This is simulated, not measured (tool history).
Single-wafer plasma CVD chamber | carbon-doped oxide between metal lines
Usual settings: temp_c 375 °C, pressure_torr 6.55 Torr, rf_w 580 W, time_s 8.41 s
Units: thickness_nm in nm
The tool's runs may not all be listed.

| run | hour | temp_c | pressure_torr | rf_w | time_s | read-back reference wafer on the same gauge, thickness_nm | thickness_nm |
|---|---|---|---|---|---|---|---|
| 1 | 0.0 | 375 | 6.55 | 580 | 8.41 | 45.682 | 46.992 |
|  | 28.2 | showerhead replaced |
| 2 | 28.7 | 375 | 6.55 | 580 | 8.41 | 45.709 | 46.504 |
| 3 | 69.0 | 382 | 6.55 | 580 | 8.41 | 45.743 | 45.929 |
| 4 | 121.8 | 375 | 6.55 | 580 | 8.41 | 45.717 | 46.002 |
| 5 | 147.4 | 375 | 6.55 | 635 | 8.41 | 45.724 | 49.383 |
| 6 | 203.9 | 375 | 6.55 | 635 | 8.41 | 45.704 | 49.081 |
| 7 | 249.2 | 367 | 7.05 | 620 | 6.78 | 45.715 | 39.724 |
| 8 | 287.1 | 375 | 6.55 | 580 | 8.41 | 45.698 | 45.810 |
| 9 | 327.6 | 375 | 6.55 | 505 | 8.99 | 45.626 | 43.782 |
| 10 | 395.5 | 375 | 6.55 | 580 | 8.41 | 45.680 | 44.895 |
| 11 | 434.6 | 375 | 6.55 | 580 | 8.41 | 45.719 | 45.095 |
| 12 | 470.8 | 375 | 7.32 | 580 | 8.41 | 45.655 | 45.303 |
| 13 | 522.3 | 375 | 5.82 | 620 | 9.31 | 45.725 | 52.058 |
|  | 539.0 | gauge calibrated |
| 14 | 549.8 | 367 | 7.05 | 620 | 6.78 | 45.715 | 39.309 |
| 15 | 604.3 | 375 | 6.02 | 630 | 8.41 | 45.684 | 47.226 |
| 16 | 670.8 | 367 | 7.97 | 580 | 8.41 | 45.659 | 46.356 |
| 17 | 707.8 | 375 | 6.55 | 645 | 8.41 | 45.695 | 48.328 |
| 18 | 759.6 | 375 | 6.55 | 580 | 8.41 | 45.735 | 44.678 |
|  | 799.1 | capacitance manometer re-zeroed and calibrated |
| 19 | 808.8 | 361 | 6.55 | 580 | 8.41 | 45.698 | 45.869 |
| 20 | 840.8 | 375 | 6.55 | 580 | 8.41 | 45.688 | 44.496 |
|  | 858.2 | thermocouple changed; heater temperature recalibrated |
| 21 | 893.0 | 385 | 6.55 | 470 | 7.52 | 45.756 | 33.314 |
| 22 | 919.7 | 375 | 6.55 | 580 | 8.41 | 45.674 | 44.565 |
| 23 | 984.7 | 375 | 7.90 | 500 | 8.41 | 45.678 | 40.024 |
| 24 | 1026.4 | 386 | 7.76 | 580 | 8.41 | 45.718 | 43.752 |
| 25 | 1082.6 | 375 | 6.55 | 580 | 8.41 | 45.661 | 44.134 |
| 26 | 1126.5 | 375 | 6.55 | 520 | 8.41 | 45.755 | 40.865 |
| 27 | 1186.0 | 388 | 5.24 | 580 | 10.09 | 45.758 | 50.432 |
|  | 1214.8 | RF generator calibrated |
| 28 | 1250.0 | 375 | 6.55 | 580 | 8.41 | 45.691 | 47.353 |
| 29 | 1311.6 | 364 | 6.55 | 580 | 8.41 | 45.704 | 47.975 |

Hidden state or all else? Some run-to-run changes of thickness_nm, split into what the settings, what came in and random variation would give without the hidden state, and what is left for the hidden state (with any gauge scatter that isn't in both results):
The hidden state here: wafer temperature above the value expected at the setpoint (K); delivered RF power above the setpoint (%); true pressure above the setpoint (%); gauge reads high (%).
Run 13 -> 14: temp_c 375 -> 367, pressure_torr 5.82 -> 7.05, time_s 9.31 -> 6.78, gauge calibrated. thickness_nm -12.749 nm: hidden state +0.704, all else -13.453.
Run 21 -> 22: temp_c 385 -> 375, rf_w 470 -> 580, time_s 7.52 -> 8.41. thickness_nm +11.251 nm: hidden state -0.336, all else +11.587.
Run 27 -> 28: temp_c 388 -> 375, pressure_torr 5.24 -> 6.55, time_s 10.09 -> 8.41, RF generator calibrated. thickness_nm -3.079 nm: hidden state +3.457, all else -6.536.
